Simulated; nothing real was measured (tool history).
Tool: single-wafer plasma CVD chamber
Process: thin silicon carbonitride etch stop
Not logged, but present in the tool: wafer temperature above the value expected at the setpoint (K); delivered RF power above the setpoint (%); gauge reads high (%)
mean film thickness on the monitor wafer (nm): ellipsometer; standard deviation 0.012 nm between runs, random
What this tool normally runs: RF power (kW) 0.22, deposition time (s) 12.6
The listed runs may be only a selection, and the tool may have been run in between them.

| run | hour | RF power (kW) | deposition time (s) | wafers since the last listed run | hours since the last thermocouple change | hours since the last RF generator calibration | hours since the showerhead was replaced | hours since the gauge calibration | read-back reference wafer on the same gauge, thickness_nm | mean film thickness on the monitor wafer (nm) |
|---|---|---|---|---|---|---|---|---|---|---|
| 1 | 0 | 0.22 | 13.4 | 0 | 1447 | 1917.4 | 6149.6 | 439.3 | 7.885 | 8.277 |
|  | 0.3 | gauge calibrated |
| 2 | 33.7 | 0.22 | 13.4 | 900 | 1480.7 | 1951.1 | 6183.3 | 33.4 | 8.005 | 8.444 |
| 3 | 46.6 | 0.22 | 13.4 | 344 | 1493.6 | 1964 | 6196.2 | 46.3 | 7.993 | 8.401 |
| 4 | 65.6 | 0.22 | 11.5 | 507 | 1512.6 | 1983 | 6215.2 | 65.3 | 7.984 | 7.208 |
| 5 | 78.8 | 0.205 | 12.6 | 352 | 1525.8 | 1996.2 | 6228.4 | 78.5 | 7.97 | 7.776 |
| 6 | 95.5 | 0.205 | 12.6 | 446 | 1542.5 | 2012.9 | 6245.1 | 95.2 | 7.964 | 7.775 |
| 7 | 120.2 | 0.205 | 12.6 | 660 | 1567.2 | 2037.6 | 6269.8 | 119.9 | 7.959 | 7.78 |
| 8 | 155.8 | 0.23 | 14.1 | 951 | 1602.8 | 2073.2 | 6305.4 | 155.5 | 7.938 | 8.864 |
| 9 | 182.2 | 0.23 | 14.1 | 705 | 1629.2 | 2099.6 | 6331.8 | 181.9 | 7.93 | 8.863 |
|  | 218.9 | showerhead replaced |
| 10 | 219.4 | 0.23 | 14.1 | 780 | 1666.4 | 2136.8 | 0.5 | 219.1 | 7.922 | 8.853 |
| 11 | 243.4 | 0.22 | 13.3 | 641 | 1690.4 | 2160.8 | 24.5 | 243.1 | 7.922 | 8.277 |
| 12 | 262.7 | 0.22 | 13.3 | 515 | 1709.7 | 2180.1 | 43.8 | 262.4 | 7.914 | 8.245 |
| 13 | 282.8 | 0.22 | 13.3 | 537 | 1729.8 | 2200.2 | 63.9 | 282.5 | 7.916 | 8.261 |
|  | 306.1 | thermocouple changed; heater temperature recalibrated |
| 14 | 306.6 | 0.26 | 13.9 | 422 | 0.5 | 2224 | 87.7 | 306.3 | 7.908 | 8.932 |
| 15 | 318.9 | 0.24 | 14.6 | 328 | 12.8 | 2236.3 | 100 | 318.6 | 7.91 | 9.213 |
| 16 | 331.8 | 0.26 | 11.6 | 344 | 25.7 | 2249.2 | 112.9 | 331.5 | 7.905 | 7.457 |
| 17 | 365.1 | 0.205 | 10.6 | 890 | 59 | 2282.5 | 146.2 | 364.8 | 7.901 | 6.477 |
| 18 | 393.2 | 0.18 | 12.6 | 751 | 87.1 | 2310.6 | 174.3 | 392.9 | 7.905 | 7.527 |
|  | 403.7 | gauge calibrated |
| 19 | 408 | 0.22 | 11.9 | 395 | 101.9 | 2325.4 | 189.1 | 4.3 | 8.022 | 7.487 |
|  | 419.6 | RF generator calibrated |
| 20 | 425.3 | 0.22 | 12.6 | 248 | 119.2 | 5.7 | 206.4 | 21.6 | 8.005 | 7.92 |
| 21 | 459.7 | 0.25 | 14.5 | 919 | 153.6 | 40.1 | 240.8 | 56 | 7.981 | 9.327 |
| 22 | 481 | 0.22 | 12.6 | 569 | 174.9 | 61.4 | 262.1 | 77.3 | 7.963 | 7.889 |
| 23 | 514.7 | 0.26 | 14.2 | 900 | 208.6 | 95.1 | 295.8 | 111 | 7.945 | 9.171 |
| 24 | 529.4 | 0.26 | 10.4 | 392 | 223.3 | 109.8 | 310.5 | 125.7 | 7.943 | 6.732 |
| 25 | 550.7 | 0.175 | 14.1 | 569 | 244.6 | 131.1 | 331.8 | 147 | 7.936 | 8.413 |
| 26 | 568.5 | 0.22 | 13.4 | 475 | 262.4 | 148.9 | 349.6 | 164.8 | 7.925 | 8.357 |

Below are 4 alternative next runs, each starting from the tool's condition after run 26. Predict each:
| A | 568.9 | 0.22 | 13.6 | 10 | 262.8 | 149.3 | 350 | 165.2 | ? | ? |
| B | 568.9 | 0.25 | 14.6 | 10 | 262.8 | 149.3 | 350 | 165.2 | ? | ? |
| C | 568.9 | 0.205 | 15.1 | 10 | 262.8 | 149.3 | 350 | 165.2 | ? | ? |
| D | 568.9 | 0.185 | 10.2 | 10 | 262.8 | 149.3 | 350 | 165.2 | ? | ? |

| run | read-back reference wafer on the same gauge, thickness_nm | mean film thickness on the monitor wafer (nm) |
|---|---|---|
| A | 7.925 | 8.458 |
| B | 7.925 | 9.317 |
| C | 7.925 | 9.263 |
| D | 7.925 | 6.138 |
The same runs, with their run-to-run variation unchanged, on a tool lacking any hidden condition would have given:
| run | mean film thickness on the monitor wafer (nm) |
|---|---|
| A | 8.557 |
| B | 9.425 |
| C | 9.372 |
| D | 6.209 |
